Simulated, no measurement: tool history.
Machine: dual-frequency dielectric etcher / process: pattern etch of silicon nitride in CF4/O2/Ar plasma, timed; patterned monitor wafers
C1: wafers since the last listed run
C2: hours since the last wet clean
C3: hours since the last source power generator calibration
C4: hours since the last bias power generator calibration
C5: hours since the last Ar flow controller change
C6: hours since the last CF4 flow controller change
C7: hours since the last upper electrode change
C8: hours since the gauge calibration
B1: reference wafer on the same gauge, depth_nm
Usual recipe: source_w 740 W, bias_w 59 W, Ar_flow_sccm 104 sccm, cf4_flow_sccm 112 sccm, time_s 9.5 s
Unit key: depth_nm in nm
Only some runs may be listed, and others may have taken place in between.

Run 1, hour 0.0: usual settings but cf4_flow_sccm 90 sccm; C1 0; C2 433.8; C3 1209.1; C4 2181.3; C5 1763.1; C6 5755.0; C7 2721.3; C8 266.6; B1 21.91. Result: depth_nm 25.89 nm.
Run 2, hour 47.5: usual settings but cf4_flow_sccm 90 sccm; C1 1045; C2 481.3; C3 1256.6; C4 2228.8; C5 1810.6; C6 5802.5; C7 2768.8; C8 314.1; B1 21.90. Result: depth_nm 25.90 nm.
Run 3, hour 109.4: usual settings; C1 1362; C2 543.2; C3 1318.5; C4 2290.7; C5 1872.5; C6 5864.4; C7 2830.7; C8 376.0; B1 21.89. Result: depth_nm 26.76 nm.
Run 4, hour 134.7: usual settings; C1 556; C2 568.5; C3 1343.8; C4 2316.0; C5 1897.8; C6 5889.7; C7 2856.0; C8 401.3; B1 21.89. Result: depth_nm 26.66 nm.
At hour 196.0: wet clean of the chamber.
Run 5, hour 256.7: usual settings; C1 2156; C2 60.7; C3 1465.8; C4 2438.0; C5 2019.8; C6 6011.7; C7 2978.0; C8 523.3; B1 21.90. Result: depth_nm 26.34 nm.
Run 6, hour 287.6: usual settings; C1 680; C2 91.6; C3 1496.7; C4 2468.9; C5 2050.7; C6 6042.6; C7 3008.9; C8 554.2; B1 21.90. Result: depth_nm 26.56 nm.
Run 7, hour 357.1: usual settings; C1 1529; C2 161.1; C3 1566.2; C4 2538.4; C5 2120.2; C6 6112.1; C7 3078.4; C8 623.7; B1 21.87. Result: depth_nm 26.63 nm.
At hour 394.9: CF4 flow controller replaced.
Run 8, hour 416.6: usual settings but time_s 11.0 s; C1 1177; C2 220.6; C3 1625.7; C4 2597.9; C5 2179.7; C6 21.7; C7 3137.9; C8 683.2; B1 21.87. Result: depth_nm 30.67 nm.
At hour 438.9: gauge calibrated.
At hour 469.9: upper electrode replaced.
Run 9, hour 485.4: usual settings but time_s 11.0 s; C1 985; C2 289.4; C3 1694.5; C4 2666.7; C5 2248.5; C6 90.5; C7 15.5; C8 46.5; B1 21.92. Result: depth_nm 31.16 nm.
Run 10, hour 529.6: usual settings but bias_w 54 W; C1 972; C2 333.6; C3 1738.7; C4 2710.9; C5 2292.7; C6 134.7; C7 59.7; C8 90.7; B1 21.90. Result: depth_nm 25.69 nm.
Run 11, hour 589.6: usual settings; C1 1320; C2 393.6; C3 1798.7; C4 2770.9; C5 2352.7; C6 194.7; C7 119.7; C8 150.7; B1 21.94. Result: depth_nm 26.48 nm.
Run 12, hour 647.7: usual settings but Ar_flow_sccm 115 sccm; C1 1278; C2 451.7; C3 1856.8; C4 2829.0; C5 2410.8; C6 252.8; C7 177.8; C8 208.8; B1 21.88. Result: depth_nm 26.23 nm.
Run 13, hour 695.7: usual settings but bias_w 65 W, Ar_flow_sccm 97 sccm; C1 1056; C2 499.7; C3 1904.8; C4 2877.0; C5 2458.8; C6 300.8; C7 225.8; C8 256.8; B1 21.90. Result: depth_nm 27.87 nm.
At hour 730.8: source power generator calibrated.
At hour 750.1: bias power generator calibrated.
Run 14, hour 750.6: usual settings; C1 1032; C2 554.6; C3 19.8; C4 0.5; C5 2513.7; C6 355.7; C7 280.7; C8 311.7; B1 21.88. Result: depth_nm 26.73 nm.
At hour 796.4: Ar flow controller replaced.
Run 15, hour 805.9: usual settings but bias_w 46 W, cf4_flow_sccm 134 sccm; C1 1085; C2 609.9; C3 75.1; C4 55.8; C5 9.5; C6 411.0; C7 336.0; C8 367.0; B1 21.91. Result: depth_nm 24.97 nm.
At hour 834.6: wet clean of the chamber.
Run 16, hour 863.4: usual settings but source_w 800 W, bias_w 65 W, Ar_flow_sccm 119 sccm, cf4_flow_sccm 92 sccm; C1 737; C2 28.8; C3 132.6; C4 113.3; C5 67.0; C6 468.5; C7 393.5; C8 424.5; B1 21.87. Result: depth_nm 28.93 nm.
Run 17, hour 909.6: usual settings but Ar_flow_sccm 91 sccm, cf4_flow_sccm 128 sccm; C1 1016; C2 75.0; C3 178.8; C4 159.5; C5 113.2; C6 514.7; C7 439.7; C8 470.7; B1 21.93. Result: depth_nm 27.53 nm.
Run 18, hour 940.6: usual settings but source_w 900 W, bias_w 54 W; C1 682; C2 106.0; C3 209.8; C4 190.5; C5 144.2; C6 545.7; C7 470.7; C8 501.7; B1 21.90. Result: depth_nm 31.70 nm.
Run 19, hour 1041.9: usual settings but source_w 800 W; C1 2229; C2 207.3; C3 311.1; C4 291.8; C5 245.5; C6 647.0; C7 572.0; C8 603.0; B1 21.92. Result: depth_nm 28.97 nm.
Run 20, hour 1093.7: usual settings; C1 1140; C2 259.1; C3 362.9; C4 343.6; C5 297.3; C6 698.8; C7 623.8; C8 654.8; B1 21.90. Result: depth_nm 26.99 nm.

Alternative continuations, all from the tool just after run 20; predict every row:
Run A, hour 1094.1: usual settings; C1 8; C2 259.5; C3 363.3; C4 344.0; C5 297.7; C6 699.2; C7 624.2; C8 655.2; B1 ?. Result: depth_nm ?.
Run B, hour 1094.1: usual settings but source_w 870 W, Ar_flow_sccm 97 sccm, time_s 8.0 s; C1 8; C2 259.5; C3 363.3; C4 344.0; C5 297.7; C6 699.2; C7 624.2; C8 655.2; B1 ?. Result: depth_nm ?.
Run C, hour 1094.1: usual settings but time_s 12.0 s; C1 8; C2 259.5; C3 363.3; C4 344.0; C5 297.7; C6 699.2; C7 624.2; C8 655.2; B1 ?. Result: depth_nm ?.
Run D, hour 1094.1: usual settings but source_w 630 W, Ar_flow_sccm 95 sccm, time_s 8.0 s; C1 8; C2 259.5; C3 363.3; C4 344.0; C5 297.7; C6 699.2; C7 624.2; C8 655.2; B1 ?. Result: depth_nm ?.

run     B1  depth_nm
  A  21.94     26.69
  B  21.94     26.82
  C  21.94     33.71
  D  21.94     19.12
Take away the tool's hidden state, keep each run's random variation, and the runs would have read:
run  depth_nm
  A     26.69
  B     26.82
  C     33.71
  D     19.12
